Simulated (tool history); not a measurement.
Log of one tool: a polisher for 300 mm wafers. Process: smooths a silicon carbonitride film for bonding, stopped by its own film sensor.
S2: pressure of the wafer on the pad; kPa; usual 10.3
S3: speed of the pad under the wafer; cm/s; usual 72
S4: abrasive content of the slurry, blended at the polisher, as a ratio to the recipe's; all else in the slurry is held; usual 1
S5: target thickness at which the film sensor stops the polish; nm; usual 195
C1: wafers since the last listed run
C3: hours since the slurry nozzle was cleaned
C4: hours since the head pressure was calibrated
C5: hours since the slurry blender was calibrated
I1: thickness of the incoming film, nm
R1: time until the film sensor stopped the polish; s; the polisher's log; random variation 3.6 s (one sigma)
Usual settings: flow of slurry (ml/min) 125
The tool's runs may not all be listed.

run 1 day=0 | flow_of_slurry_(ml/min)=115 S2=10.3 S3=72 S4=1 S5=195 | C1=0 wafers_polished_on_this_pad=124 C3=174.8 C4=95 C5=85.7 | I1=218 | R1=196.3
run 2 day=0.662 | flow_of_slurry_(ml/min)=125 S2=10.3 S3=72 S4=1.25 S5=195 | C1=76 wafers_polished_on_this_pad=201 C3=190.7 C4=110.9 C5=101.6 | I1=218.5 | R1=180.6
run 3 day=1.25 | flow_of_slurry_(ml/min)=125 S2=10.3 S3=72 S4=1 S5=195 | C1=67 wafers_polished_on_this_pad=268 C3=204.8 C4=125 C5=115.7 | I1=221.7 | R1=231.1
run 4 day=1.746 | flow_of_slurry_(ml/min)=125 S2=10.3 S3=72 S4=1 S5=195 | C1=57 wafers_polished_on_this_pad=326 C3=216.7 C4=136.9 C5=127.6 | I1=222.3 | R1=236
run 5 day=2.117 | flow_of_slurry_(ml/min)=125 S2=10.3 S3=56 S4=1 S5=195 | C1=42 wafers_polished_on_this_pad=368 C3=225.6 C4=145.8 C5=136.5 | I1=218.7 | R1=248.8
run 6 day=2.371 | flow_of_slurry_(ml/min)=125 S2=10.3 S3=56 S4=1 S5=195 | C1=29 wafers_polished_on_this_pad=398 C3=231.7 C4=151.9 C5=142.6 | I1=221.3 | R1=279.6
run 7 day=4.262 | flow_of_slurry_(ml/min)=125 S2=10.3 S3=72 S4=1 S5=195 | C1=218 wafers_polished_on_this_pad=616 C3=277.1 C4=197.3 C5=188 | I1=222.3 | R1=242.5
run 8 day=4.833 | flow_of_slurry_(ml/min)=125 S2=10.3 S3=62 S4=1 S5=195 | C1=65 wafers_polished_on_this_pad=682 C3=290.8 C4=211 C5=201.7 | I1=221.4 | R1=272.7
-- day=5.992 worn pad replaced by a new one
run 9 day=6.012 | flow_of_slurry_(ml/min)=125 S2=13.1 S3=72 S4=0.95 S5=195 | C1=116 wafers_polished_on_this_pad=2 C3=319.1 C4=239.3 C5=230 | I1=217.8 | R1=175.4
run 10 day=6.221 | flow_of_slurry_(ml/min)=125 S2=10.3 S3=88 S4=1 S5=195 | C1=24 wafers_polished_on_this_pad=26 C3=324.1 C4=244.3 C5=235 | I1=220.4 | R1=204.2
run 11 day=6.525 | flow_of_slurry_(ml/min)=125 S2=10.3 S3=72 S4=1 S5=195 | C1=35 wafers_polished_on_this_pad=61 C3=331.4 C4=251.6 C5=242.3 | I1=220.3 | R1=245.9
run 12 day=6.938 | flow_of_slurry_(ml/min)=125 S2=10.3 S3=72 S4=1 S5=195 | C1=47 wafers_polished_on_this_pad=109 C3=341.3 C4=261.5 C5=252.2 | I1=220.2 | R1=244.7
run 13 day=7.608 | flow_of_slurry_(ml/min)=125 S2=10.3 S3=72 S4=1 S5=195 | C1=77 wafers_polished_on_this_pad=186 C3=357.4 C4=277.6 C5=268.3 | I1=224.2 | R1=282.4
run 14 day=8.038 | flow_of_slurry_(ml/min)=125 S2=10.3 S3=72 S4=1 S5=195 | C1=49 wafers_polished_on_this_pad=236 C3=367.7 C4=287.9 C5=278.6 | I1=218.6 | R1=222.5
run 15 day=8.729 | flow_of_slurry_(ml/min)=125 S2=10.3 S3=86 S4=1 S5=195 | C1=79 wafers_polished_on_this_pad=316 C3=384.3 C4=304.5 C5=295.2 | I1=218.8 | R1=199
run 16 day=9.138 | flow_of_slurry_(ml/min)=160 S2=11.7 S3=54 S4=1.25 S5=195 | C1=47 wafers_polished_on_this_pad=363 C3=394.1 C4=314.3 C5=305 | I1=219.8 | R1=232.3
run 17 day=9.667 | flow_of_slurry_(ml/min)=125 S2=8.3 S3=54 S4=1.2 S5=190 | C1=61 wafers_polished_on_this_pad=424 C3=406.8 C4=327 C5=317.7 | I1=221.7 | R1=446.5
-- day=10.112 head pressure recalibrated
-- day=10.354 slurry nozzle cleaned
run 18 day=10.412 | flow_of_slurry_(ml/min)=155 S2=10.3 S3=72 S4=1 S5=195 | C1=71 wafers_polished_on_this_pad=496 C3=1.4 C4=7.2 C5=335.6 | I1=218.6 | R1=202.4
run 19 day=11 | flow_of_slurry_(ml/min)=125 S2=10.3 S3=72 S4=1 S5=186 | C1=67 wafers_polished_on_this_pad=563 C3=15.5 C4=21.3 C5=349.7 | I1=221.7 | R1=325.9
run 20 day=11.4 | flow_of_slurry_(ml/min)=95 S2=12.4 S3=72 S4=1 S5=195 | C1=46 wafers_polished_on_this_pad=610 C3=25.1 C4=30.9 C5=359.3 | I1=218.7 | R1=200.5
-- day=11.983 slurry blender recalibrated
run 21 day=12.104 | flow_of_slurry_(ml/min)=80 S2=11.7 S3=72 S4=1.1 S5=195 | C1=71 wafers_polished_on_this_pad=681 C3=42 C4=47.8 C5=2.9 | I1=216.1 | R1=168.4
run 22 day=12.433 | flow_of_slurry_(ml/min)=125 S2=10.3 S3=64 S4=1 S5=195 | C1=38 wafers_polished_on_this_pad=719 C3=49.9 C4=55.7 C5=10.8 | I1=220.7 | R1=235.1
run 23 day=12.792 | flow_of_slurry_(ml/min)=95 S2=6.9 S3=56 S4=1 S5=189 | C1=41 wafers_polished_on_this_pad=761 C3=58.5 C4=64.3 C5=19.4 | I1=218.8 | R1=443.8
-- day=12.971 worn pad replaced by a new one
run 24 day=13.508 | flow_of_slurry_(ml/min)=125 S2=10.3 S3=90 S4=0.75 S5=202 | C1=63 wafers_polished_on_this_pad=62 C3=75.7 C4=81.5 C5=36.6 | I1=221.6 | R1=151.2
run 25 day=14.217 | flow_of_slurry_(ml/min)=125 S2=10.3 S3=72 S4=1 S5=195 | C1=81 wafers_polished_on_this_pad=143 C3=92.7 C4=98.5 C5=53.6 | I1=220.1 | R1=208.8
run 26 day=14.846 | flow_of_slurry_(ml/min)=80 S2=11.7 S3=72 S4=1.1 S5=195 | C1=72 wafers_polished_on_this_pad=216 C3=107.8 C4=113.6 C5=68.7 | I1=219.3 | R1=194.6
run 27 day=15.292 | flow_of_slurry_(ml/min)=125 S2=10.3 S3=72 S4=1 S5=195 | C1=51 wafers_polished_on_this_pad=268 C3=118.5 C4=124.3 C5=79.4 | I1=221.6 | R1=227.5
run 28 day=15.825 | flow_of_slurry_(ml/min)=125 S2=11.7 S3=90 S4=1 S5=195 | C1=61 wafers_polished_on_this_pad=329 C3=131.3 C4=137.1 C5=92.2 | I1=223.6 | R1=182.1
run 29 day=16.517 | flow_of_slurry_(ml/min)=80 S2=9 S3=72 S4=1 S5=195 | C1=79 wafers_polished_on_this_pad=409 C3=147.9 C4=153.7 C5=108.8 | I1=219.7 | R1=284.3

The tool's hidden state at each run:
removal rate lost through wear of the pad, %: 0 in every run
slurry flow missing at the pad, %: 0 in every run
H1: deviation of the head's pressure from its setpoint, %
H2: abrasive missing from the slurry, %
run=1 H1=-4.2 H2=6.21
run=2 H1=-4.8 H2=7.26
run=3 H1=-5.33 H2=8.18
run=4 H1=-5.77 H2=8.97
run=5 H1=-6.11 H2=9.55
run=6 H1=-6.34 H2=9.95
run=7 H1=-8.05 H2=12.9
run=8 H1=-8.56 H2=13.8
run=9 H1=-9.62 H2=15.7
run=10 H1=-9.81 H2=16
run=11 H1=-10.1 H2=16.5
run=12 H1=-10.5 H2=17.2
run=13 H1=-11.1 H2=18.2
run=14 H1=-11.5 H2=18.9
run=15 H1=-12.1 H2=20
run=16 H1=-12.4 H2=20.6
run=17 H1=-12.9 H2=21.5
run=18 H1=-0.902 H2=22.6
run=19 H1=-1.43 H2=23.6
run=20 H1=-1.79 H2=24.2
run=21 H1=-2.43 H2=0.834
run=22 H1=-2.73 H2=1.35
run=23 H1=-3.05 H2=1.92
run=24 H1=-3.7 H2=3.05
run=25 H1=-4.33 H2=4.17
run=26 H1=-4.9 H2=5.16
run=27 H1=-5.3 H2=5.86
run=28 H1=-5.79 H2=6.7
run=29 H1=-6.41 H2=7.8
